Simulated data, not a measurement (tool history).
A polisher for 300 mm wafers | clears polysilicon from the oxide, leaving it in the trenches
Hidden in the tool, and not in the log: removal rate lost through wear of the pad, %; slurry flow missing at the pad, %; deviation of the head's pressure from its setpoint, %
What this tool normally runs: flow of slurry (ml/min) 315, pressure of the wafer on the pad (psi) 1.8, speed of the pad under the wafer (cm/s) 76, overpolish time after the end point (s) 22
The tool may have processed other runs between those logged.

run   hour  flow of slurry (ml/min)  pressure of the wafer on the pad (psi)  speed of the pad under the wafer (cm/s)  overpolish time after the end point (s)  wafers since the last listed run  wafers polished on this pad  hours since the slurry nozzle was cleaned  hours since the head pressure was calibrated  incoming thickness of the incoming film, nm  time until the end point was called (s)
  1      0                      315                                     2.1                                       76                                       22                                 0                         1468                                      798.7                                         784.4                                        383.3                                     48.3
  2    9.4                      315                                     1.8                                       76                                       22                                66                         1534                                      808.1                                         793.8                                        378.1                                     54.5
      15.1  -- worn pad replaced by a new one
  3   23.7                      315                                     1.8                                       76                                       22                                72                           60                                      822.4                                         808.1                                        376.8                                     54.8
      49.9  -- slurry nozzle cleaned
  4   71.4                      315                                     1.8                                       76                                       22                               328                          388                                       21.5                                         855.8                                        378.3                                     54.7
  5   77.5                      315                                     1.8                                       76                                       22                                42                          431                                       27.6                                         861.9                                        377.7                                     54.5
      84.8  -- head pressure recalibrated
  6   87.8                      315                                     1.8                                       76                                       22                                58                          489                                       37.9                                             3                                        377.7                                     49.9
  7     97                      315                                     1.8                                       76                                       22                                64                          554                                       47.1                                          12.2                                        376.2                                     48.5
  8  103.1                      315                                     1.8                                       76                                       22                                42                          597                                       53.2                                          18.3                                        376.7                                     47.7
  9  112.2                      315                                     1.8                                       86                                       22                                63                          661                                       62.3                                          27.4                                        380.7                                     44.1
 10  126.7                      315                                     1.6                                       76                                       27                               101                          763                                       76.8                                          41.9                                        383.7                                     56.5
 11  139.7                      315                                     1.4                                       82                                       22                                91                          854                                       89.8                                          54.9                                        373.1                                     57.8
 12  150.2                      225                                     1.8                                       66                                       27                                73                          928                                      100.3                                          65.4                                        379.8                                     58.3
 13    165                      380                                     1.8                                       76                                       27                               103                         1032                                      115.1                                          80.2                                        379.5                                     48.2
 14  173.5                      265                                     1.6                                       66                                        9                                59                         1091                                      123.6                                          88.7                                          375                                     64.7
 15  186.7                      315                                     2.3                                       76                                       25                                92                         1184                                      136.8                                         101.9                                          383                                     39.6
 16  199.1                      375                                     1.8                                       76                                       22                                87                         1271                                      149.2                                         114.3                                        387.8                                     51.2
 17  209.2                      315                                     1.8                                       96                                       22                                70                         1342                                      159.3                                         124.4                                        380.2                                     39.6
 18  220.7                      315                                     1.8                                       76                                       22                                80                         1423                                      170.8                                         135.9                                        381.9                                     49.4
 19  235.2                      315                                     1.2                                       96                                       22                               101                         1525                                      185.3                                         150.4                                        378.7                                       59
     247.4  -- worn pad replaced by a new one
 20    252                      315                                     1.8                                       76                                       22                                89                           32                                      202.1                                         167.2                                        380.5                                     50.6
 21  264.7                      375                                     2.2                                       86                                       27                                89                          121                                      214.8                                         179.9                                        380.4                                       36
 22  273.9                      315                                     1.8                                       94                                       22                                64                          186                                        224                                         189.1                                        379.2                                     40.4
 23    284                      315                                     1.8                                       76                                       22                                70                          256                                      234.1                                         199.2                                        377.5                                     50.1
 24  291.4                      315                                     1.8                                       76                                       22                                51                          308                                      241.5                                         206.6                                          380                                     51.6
 25  301.6                      400                                     2.1                                       76                                       35                                71                          380                                      251.7                                         216.8                                        382.8                                     43.1
 26  311.2                      315                                     1.5                                       64                                       16                                67                          448                                      261.3                                         226.4                                        375.5                                     72.1
 27  322.5                      410                                     1.6                                       76                                       22                                79                          527                                      272.6                                         237.7                                        380.7                                     56.8
 28  334.6                      315                                     1.8                                       88                                       22                                85                          612                                      284.7                                         249.8                                        380.6                                     44.2
 29  369.1                      215                                     1.8                                       76                                       15                               242                          854                                      319.2                                         284.3                                        381.5                                       53
 30  378.9                      315                                     1.4                                       60                                       22                                68                          923                                        329                                         294.1                                        377.8                                     81.7
 31  401.7                      360                                     1.6                                      100                                       12                               160                         1083                                      351.8                                         316.9                                        384.7                                     44.2
 32  417.5                      235                                     1.4                                       76                                       22                               110                         1194                                      367.6                                         332.7                                        378.2                                     66.6
 33  429.2                      315                                     1.8                                       76                                       32                                82                         1277                                      379.3                                         344.4                                        377.4                                     51.6
     438.2  -- worn pad replaced by a new one
 34  438.7                      225                                     1.3                                       76                                       22                                38                            3                                      388.8                                         353.9                                        379.5                                     72.8
 35  449.3                      315                                     2.1                                       76                                       22                                74                           77                                      399.4                                         364.5                                        381.6                                       44

What if the next run were any one of these 4? Each begins from the tool's condition after run 35:
  A  449.7                      315                                     1.8                                       58                                       22                                 2                           80                                      399.8                                         364.9                                        377.6                                        ?
  B  449.7                      255                                     2.1                                       60                                       33                                 2                           80                                      399.8                                         364.9                                        377.6                                        ?
  C  449.7                      315                                     2.2                                       84                                       22                                 2                           80                                      399.8                                         364.9                                        377.6                                        ?
  D  449.7                      345                                     1.8                                       76                                       13                                 2                           80                                      399.8                                         364.9                                        377.6                                        ?

run  time until the end point was called (s)
  A                                     66.3
  B                                     55.7
  C                                     37.4
  D                                     50.3
Without the tool's hidden state the same runs would have given:
run  time until the end point was called (s)
  A                                     63.6
  B                                     53.4
  C                                     35.9
  D                                     48.3

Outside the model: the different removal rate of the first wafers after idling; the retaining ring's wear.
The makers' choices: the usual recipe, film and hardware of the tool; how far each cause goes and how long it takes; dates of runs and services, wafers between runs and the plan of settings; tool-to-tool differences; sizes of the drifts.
